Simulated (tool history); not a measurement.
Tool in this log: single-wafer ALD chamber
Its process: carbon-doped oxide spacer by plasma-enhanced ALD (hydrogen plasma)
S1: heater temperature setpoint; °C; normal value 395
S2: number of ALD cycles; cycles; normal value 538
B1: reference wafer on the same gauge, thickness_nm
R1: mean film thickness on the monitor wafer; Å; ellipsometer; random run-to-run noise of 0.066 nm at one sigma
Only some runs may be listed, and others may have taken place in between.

{"run": 1, "hour": 0.0, "S1": 395, "S2": 578, "B1": 30.197, "R1": 284.17}
{"run": 2, "hour": 43.5, "S1": 395, "S2": 609, "B1": 30.182, "R1": 299.53}
{"run": 3, "hour": 133.9, "S1": 395, "S2": 538, "B1": 30.21, "R1": 264.51}
{"run": 4, "hour": 216.0, "S1": 395, "S2": 471, "B1": 30.212, "R1": 231.49}
{"hour": 236.2, "done": "thermocouple changed; heater temperature recalibrated"}
{"run": 5, "hour": 269.2, "S1": 395, "S2": 471, "B1": 30.195, "R1": 231.51}
{"run": 6, "hour": 366.6, "S1": 405, "S2": 621, "B1": 30.214, "R1": 302.14}
{"run": 7, "hour": 585.9, "S1": 384, "S2": 538, "B1": 30.182, "R1": 264.85}
{"run": 8, "hour": 622.1, "S1": 395, "S2": 538, "B1": 30.186, "R1": 264.67}
{"run": 9, "hour": 677.0, "S1": 395, "S2": 538, "B1": 30.217, "R1": 264.93}
{"run": 10, "hour": 754.0, "S1": 395, "S2": 538, "B1": 30.186, "R1": 264.47}
{"run": 11, "hour": 801.1, "S1": 392, "S2": 538, "B1": 30.196, "R1": 263.9}
{"run": 12, "hour": 860.6, "S1": 392, "S2": 538, "B1": 30.188, "R1": 264.26}
{"run": 13, "hour": 917.6, "S1": 395, "S2": 538, "B1": 30.2, "R1": 263.72}
{"run": 14, "hour": 977.9, "S1": 395, "S2": 538, "B1": 30.201, "R1": 263.6}
{"run": 15, "hour": 1078.4, "S1": 395, "S2": 538, "B1": 30.176, "R1": 264.57}
{"run": 16, "hour": 1116.6, "S1": 387, "S2": 538, "B1": 30.215, "R1": 265.18}
{"run": 17, "hour": 1177.8, "S1": 387, "S2": 538, "B1": 30.209, "R1": 264.44}
{"run": 18, "hour": 1231.9, "S1": 395, "S2": 538, "B1": 30.205, "R1": 265.34}
{"run": 19, "hour": 1288.3, "S1": 405, "S2": 538, "B1": 30.197, "R1": 261.55}
{"run": 20, "hour": 1330.2, "S1": 390, "S2": 627, "B1": 30.171, "R1": 308.54}
{"run": 21, "hour": 1402.8, "S1": 403, "S2": 627, "B1": 30.203, "R1": 306.06}
{"run": 22, "hour": 1457.6, "S1": 390, "S2": 627, "B1": 30.223, "R1": 308.12}
{"hour": 1475.3, "done": "gauge calibrated"}
{"run": 23, "hour": 1530.7, "S1": 380, "S2": 538, "B1": 30.212, "R1": 263.95}
{"run": 24, "hour": 1573.6, "S1": 395, "S2": 583, "B1": 30.195, "R1": 287.3}
{"run": 25, "hour": 1634.7, "S1": 380, "S2": 483, "B1": 30.188, "R1": 238.67}
{"run": 26, "hour": 1671.6, "S1": 395, "S2": 538, "B1": 30.203, "R1": 264.18}
{"run": 27, "hour": 1723.5, "S1": 395, "S2": 628, "B1": 30.202, "R1": 308.54}
{"run": 28, "hour": 1824.4, "S1": 403, "S2": 627, "B1": 30.221, "R1": 305.86}
{"run": 29, "hour": 1877.6, "S1": 405, "S2": 593, "B1": 30.195, "R1": 288.65}
{"run": 30, "hour": 1953.0, "S1": 395, "S2": 644, "B1": 30.177, "R1": 317.13}
{"run": 31, "hour": 2053.9, "S1": 395, "S2": 538, "B1": 30.191, "R1": 265.26}
{"hour": 2063.1, "done": "thermocouple changed; heater temperature recalibrated"}
{"run": 32, "hour": 2111.5, "S1": 395, "S2": 482, "B1": 30.214, "R1": 236.91}
{"run": 33, "hour": 2315.9, "S1": 395, "S2": 538, "B1": 30.214, "R1": 264.53}
{"run": 34, "hour": 2417.3, "S1": 395, "S2": 538, "B1": 30.192, "R1": 264.99}
{"run": 35, "hour": 2495.5, "S1": 380, "S2": 538, "B1": 30.222, "R1": 264.59}
{"run": 36, "hour": 2567.9, "S1": 407, "S2": 538, "B1": 30.161, "R1": 259.89}
{"run": 37, "hour": 2624.0, "S1": 384, "S2": 463, "B1": 30.197, "R1": 228.4}

Predict each of these 5 candidate next runs independently; none follows another, all start after run 37:
{"run": "A", "hour": 2625.2, "S1": 399, "S2": 538, "B1": "?", "R1": "?"}
{"run": "B", "hour": 2625.2, "S1": 401, "S2": 604, "B1": "?", "R1": "?"}
{"run": "C", "hour": 2625.2, "S1": 384, "S2": 627, "B1": "?", "R1": "?"}
{"run": "D", "hour": 2625.2, "S1": 406, "S2": 455, "B1": "?", "R1": "?"}
{"run": "E", "hour": 2625.2, "S1": 405, "S2": 631, "B1": "?", "R1": "?"}

run=A B1=30.176 R1=263.94
run=B B1=30.176 R1=296.07
run=C B1=30.176 R1=307.60
run=D B1=30.176 R1=220.08
run=E B1=30.176 R1=306.03
What these runs would have given with no unlogged condition in the tool:
run=A R1=263.94
run=B R1=296.07
run=C R1=307.60
run=D R1=220.08
run=E R1=306.03
